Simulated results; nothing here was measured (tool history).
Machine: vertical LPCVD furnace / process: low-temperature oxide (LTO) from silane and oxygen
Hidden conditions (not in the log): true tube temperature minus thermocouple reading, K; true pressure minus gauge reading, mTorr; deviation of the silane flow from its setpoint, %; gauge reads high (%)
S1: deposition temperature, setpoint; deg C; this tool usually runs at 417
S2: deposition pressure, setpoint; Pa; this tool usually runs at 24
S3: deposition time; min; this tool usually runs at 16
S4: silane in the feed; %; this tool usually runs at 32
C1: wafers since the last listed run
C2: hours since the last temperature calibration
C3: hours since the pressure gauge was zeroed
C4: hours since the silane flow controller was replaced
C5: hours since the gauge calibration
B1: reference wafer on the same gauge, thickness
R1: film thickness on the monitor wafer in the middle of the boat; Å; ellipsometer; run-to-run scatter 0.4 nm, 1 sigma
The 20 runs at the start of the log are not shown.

run    hour   S1    S2    S3  S4    C1      C2      C3      C4      C5      B1      R1
 21    1628  417    26    13  36  1268  2043.7   934.1   732.3   743.3  127.92  1106.1
 22  1699.8  417  20.7    12  38  1324  2115.5  1005.9   804.1   815.1  127.84     860
 23  1795.1  406    24    16  32  1757  2210.8  1101.2   899.4   910.4     128   948.6
       2013  -- thermocouples replaced and temperature profile calibrated
 24  2083.8  417    26    13  36  4881    70.8  1389.9  1188.1  1199.1  127.88  1099.6
 25  2136.1  417    24    16  34   964   123.1  1442.2  1240.4  1251.4  128.25  1160.2
 26  2394.7  426    24  19.5  32  4769   381.7  1700.8    1499    1510   128.1  1431.7
 27  2449.4  417    24    16  30  1008   436.4  1755.5  1553.7  1564.7  127.87   973.8
 28  2523.9  417    24    13  34  1374   510.9    1830  1628.2  1639.2   127.9   932.3
 29  2563.8  417    24    16  32   735   550.8  1869.9  1668.1  1679.1  128.08  1061.7
 30  2648.4  428    24    16  30  1560   635.4  1954.5  1752.7  1763.7  127.82  1090.9

Each row is a separate what-if for the run after 30, all from the same tool condition, not one after another. Results?
  A  2653.2  417    24    16  32  88  640.2  1959.3  1757.5  1768.5   ?   ?
  B  2653.2  424    24    16  32  88  640.2  1959.3  1757.5  1768.5   ?   ?
  C  2653.2  417    18  11.5  36  88  640.2  1959.3  1757.5  1768.5   ?   ?
  D  2653.2  417    26    16  30  88  640.2  1959.3  1757.5  1768.5   ?   ?
  E  2653.2  428  21.3  12.5  27  88  640.2  1959.3  1757.5  1768.5   ?   ?

run     B1      R1
  A  128.2  1058.5
  B  128.2    1142
  C  128.2   661.4
  D  128.2  1049.8
  E  128.2   650.2
Had the tool no hidden state, the same runs would have come out as:
run      R1
  A  1080.6
  B  1165.8
  C   679.9
  D    1070
  E   665.5
